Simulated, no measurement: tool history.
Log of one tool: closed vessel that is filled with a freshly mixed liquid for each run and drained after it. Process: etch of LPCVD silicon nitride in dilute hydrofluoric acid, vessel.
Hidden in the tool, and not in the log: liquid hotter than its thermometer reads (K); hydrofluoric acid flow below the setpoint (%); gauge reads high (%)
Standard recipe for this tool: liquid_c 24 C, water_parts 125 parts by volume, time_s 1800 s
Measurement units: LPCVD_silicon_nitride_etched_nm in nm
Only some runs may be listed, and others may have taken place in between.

| run | hour | liquid_c | water_parts | time_s | wafers since the last listed run | hours since the thermometer was replaced | hours since the hydrofluoric acid flow meter was replaced | hours since the gauge calibration | read-back film thickness of the LPCVD silicon nitride reference wafer, read on the same gauge (nm) | LPCVD_silicon_nitride_etched_nm |
|---|---|---|---|---|---|---|---|---|---|---|
| 1 | 0 | 24 | 125 | 1800 | 0 | 1177.6 | 852.3 | 751.5 | 140.03 | 6.28 |
| 2 | 100.3 | 24 | 125 | 1800 | 2571 | 1277.9 | 952.6 | 851.8 | 139.96 | 6.34 |
| 3 | 158.1 | 24 | 125 | 1800 | 1482 | 1335.7 | 1010.4 | 909.6 | 139.97 | 6.33 |
| 4 | 222 | 24 | 125 | 1800 | 1638 | 1399.6 | 1074.3 | 973.5 | 140.02 | 6.36 |
| 5 | 304.6 | 24 | 145 | 1800 | 2117 | 1482.2 | 1156.9 | 1056.1 | 139.99 | 5.56 |
|  | 342.3 | gauge calibrated |
| 6 | 344 | 24 | 125 | 1800 | 1010 | 1521.6 | 1196.3 | 1.7 | 140 | 6.29 |
| 7 | 381.7 | 24 | 80 | 2440 | 966 | 1559.3 | 1234 | 39.4 | 140 | 13.37 |
| 8 | 433.2 | 24 | 125 | 1800 | 1320 | 1610.8 | 1285.5 | 90.9 | 140 | 6.36 |
| 9 | 547.1 | 24 | 125 | 1800 | 2920 | 1724.7 | 1399.4 | 204.8 | 139.96 | 6.25 |
| 10 | 592.3 | 24 | 125 | 1800 | 1158 | 1769.9 | 1444.6 | 250 | 139.98 | 6.39 |
| 11 | 674.9 | 24 | 125 | 1800 | 2117 | 1852.5 | 1527.2 | 332.6 | 140.01 | 6.24 |
| 12 | 759 | 24 | 125 | 1800 | 2156 | 1936.6 | 1611.3 | 416.7 | 139.94 | 6.4 |
| 13 | 856.6 | 24 | 80 | 2870 | 2502 | 2034.2 | 1708.9 | 514.3 | 140.04 | 15.81 |
|  | 932.5 | thermometer replaced |
| 14 | 942.9 | 24 | 175 | 1520 | 2187 | 10.4 | 1795.2 | 600.6 | 140 | 3.85 |
| 15 | 1014.4 | 26 | 125 | 1010 | 1833 | 81.9 | 1866.7 | 672.1 | 140.02 | 4.06 |
| 16 | 1063.1 | 24 | 125 | 1800 | 1248 | 130.6 | 1915.4 | 720.8 | 140 | 6.42 |
| 17 | 1138.3 | 25.5 | 160 | 1800 | 1928 | 205.8 | 1990.6 | 796 | 140 | 5.47 |
|  | 1212.1 | gauge calibrated |
| 18 | 1363.5 | 20 | 80 | 1230 | 5774 | 431 | 2215.8 | 151.4 | 139.97 | 5.14 |
|  | 1415.1 | hydrofluoric acid flow meter replaced |
| 19 | 1444.6 | 20.5 | 175 | 2280 | 2053 | 512.1 | 29.5 | 232.5 | 140.07 | 4.6 |

Run 20, settings as shown, results not yet in. Your forecast:
| 20 | 1536.7 | 24 | 155 | 1800 | 2361 | 604.2 | 121.6 | 324.6 | ? | ? |

read-back film thickness of the LPCVD silicon nitride reference wafer, read on the same gauge (nm): 140.04
LPCVD_silicon_nitride_etched_nm: 5.07 nm
With no hidden state in the tool, this same run would have given LPCVD_silicon_nitride_etched_nm 5.07 nm.
